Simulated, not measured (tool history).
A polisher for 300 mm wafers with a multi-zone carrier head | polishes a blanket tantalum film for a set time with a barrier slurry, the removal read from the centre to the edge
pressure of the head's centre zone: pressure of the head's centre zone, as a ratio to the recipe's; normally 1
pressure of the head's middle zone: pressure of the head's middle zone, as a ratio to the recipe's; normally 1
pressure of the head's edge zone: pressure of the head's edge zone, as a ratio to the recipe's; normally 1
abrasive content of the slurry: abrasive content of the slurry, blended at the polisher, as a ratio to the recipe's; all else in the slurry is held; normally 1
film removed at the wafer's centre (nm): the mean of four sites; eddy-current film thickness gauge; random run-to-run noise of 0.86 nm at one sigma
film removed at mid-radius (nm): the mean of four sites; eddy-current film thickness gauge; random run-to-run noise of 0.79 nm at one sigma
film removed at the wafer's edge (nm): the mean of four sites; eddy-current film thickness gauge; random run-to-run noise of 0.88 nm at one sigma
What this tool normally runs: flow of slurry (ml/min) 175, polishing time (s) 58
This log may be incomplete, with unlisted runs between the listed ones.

| run | day | flow of slurry (ml/min) | pressure of the head's centre zone | pressure of the head's middle zone | pressure of the head's edge zone | abrasive content of the slurry | polishing time (s) | incoming thickness of the incoming film, nm | film removed at the wafer's centre (nm) | film removed at mid-radius (nm) | film removed at the wafer's edge (nm) |
|---|---|---|---|---|---|---|---|---|---|---|---|
| 1 | 0 | 175 | 1 | 1 | 1.04 | 1 | 58 | 207.8 | 61 | 62.4 | 59.8 |
|  | 0.288 | slurry nozzle cleaned |
| 2 | 2.571 | 175 | 1 | 1 | 1 | 1 | 58 | 210.4 | 60.2 | 63.5 | 60.1 |
| 3 | 4.825 | 175 | 1 | 1 | 1 | 1 | 58 | 209.3 | 59.6 | 60 | 56.5 |
|  | 7.204 | worn pad replaced by a new one |
| 4 | 9.275 | 175 | 1 | 1 | 1 | 1 | 58 | 207.7 | 55.3 | 55.1 | 54.2 |
| 5 | 12.204 | 175 | 1 | 1 | 1 | 1 | 58 | 206.5 | 54.7 | 54.1 | 52.5 |
|  | 14.821 | worn pad replaced by a new one, repeated, since the last time left the tool worse |
| 6 | 14.908 | 175 | 1 | 1 | 1 | 1 | 58 | 211.3 | 61.6 | 63.4 | 60.7 |
| 7 | 17.617 | 175 | 1 | 1 | 1 | 1 | 58 | 209.8 | 61.3 | 62.5 | 60.8 |
| 8 | 20.083 | 175 | 1 | 1 | 1 | 1 | 58 | 211.1 | 60.1 | 61.3 | 58.5 |
|  | 20.967 | centre zone pressure recalibrated |
|  | 21.217 | carrier head's membrane replaced by a new one |
| 9 | 22.867 | 175 | 1 | 1 | 1 | 1 | 58 | 209.1 | 58.4 | 60.4 | 58.7 |
|  | 24.821 | edge zone pressure recalibrated |
|  | 26.662 | worn pad replaced by a new one |
|  | 27.296 | slurry nozzle cleaned |
| 10 | 30.371 | 175 | 1 | 1 | 1 | 1 | 58 | 210.9 | 60.3 | 62.7 | 61.1 |
| 11 | 33.175 | 175 | 1 | 1 | 1 | 1 | 58 | 211.3 | 61.7 | 61 | 59.2 |
| 12 | 35.304 | 230 | 0.93 | 1 | 1 | 1.3 | 71 | 207.8 | 77 | 81 | 78.3 |
| 13 | 37.938 | 175 | 1 | 1 | 1 | 1 | 58 | 213.9 | 59.1 | 60.1 | 57.5 |
| 14 | 39.229 | 175 | 1.11 | 1 | 1.11 | 1 | 39 | 208.9 | 44.3 | 39.7 | 39.8 |
|  | 39.692 | worn pad replaced by a new one |
| 15 | 40.242 | 175 | 1 | 1 | 1 | 1 | 58 | 209.2 | 62.4 | 64.2 | 60.3 |
| 16 | 41.479 | 175 | 1.09 | 1 | 0.92 | 1 | 58 | 211.7 | 67.5 | 64.3 | 57.2 |
| 17 | 43.712 | 175 | 1 | 1 | 1 | 1 | 58 | 208.8 | 60.6 | 61.7 | 58.1 |
| 18 | 45.638 | 175 | 1 | 1 | 1 | 0.75 | 68 | 208.8 | 62.5 | 66.4 | 61.5 |
| 19 | 48.425 | 225 | 0.95 | 0.95 | 0.96 | 1 | 58 | 211.7 | 59 | 59.4 | 58.1 |
| 20 | 50.392 | 150 | 1.05 | 1 | 1 | 1 | 44 | 211 | 45.9 | 45.4 | 42.9 |
|  | 51.138 | worn pad replaced by a new one |
| 21 | 53.254 | 175 | 1.12 | 1 | 1 | 1 | 58 | 212 | 71.5 | 63.5 | 60.2 |

Each row is a separate what-if for the run after 21, all from the same tool condition, not one after another. Results?
| A | 53.271 | 175 | 1 | 1 | 1 | 1.15 | 58 | 213.4 | ? | ? | ? |
| B | 53.271 | 175 | 1 | 1 | 0.89 | 1.25 | 58 | 213.4 | ? | ? | ? |
| C | 53.271 | 175 | 0.93 | 1 | 1 | 1 | 58 | 213.4 | ? | ? | ? |
| D | 53.271 | 175 | 1 | 1 | 1 | 0.7 | 58 | 213.4 | ? | ? | ? |

| run | film removed at the wafer's centre (nm) | film removed at mid-radius (nm) | film removed at the wafer's edge (nm) |
|---|---|---|---|
| A | 63.8 | 67.1 | 60.6 |
| B | 65.2 | 68.6 | 59.1 |
| C | 57 | 64.5 | 58.2 |
| D | 54 | 56.8 | 51.2 |
What these runs would have given with no unlogged condition in the tool:
| run | film removed at the wafer's centre (nm) | film removed at mid-radius (nm) | film removed at the wafer's edge (nm) |
|---|---|---|---|
| A | 64.6 | 68 | 61.4 |
| B | 66 | 69.5 | 59.8 |
| C | 57.7 | 65.3 | 58.9 |
| D | 54.6 | 57.5 | 51.9 |
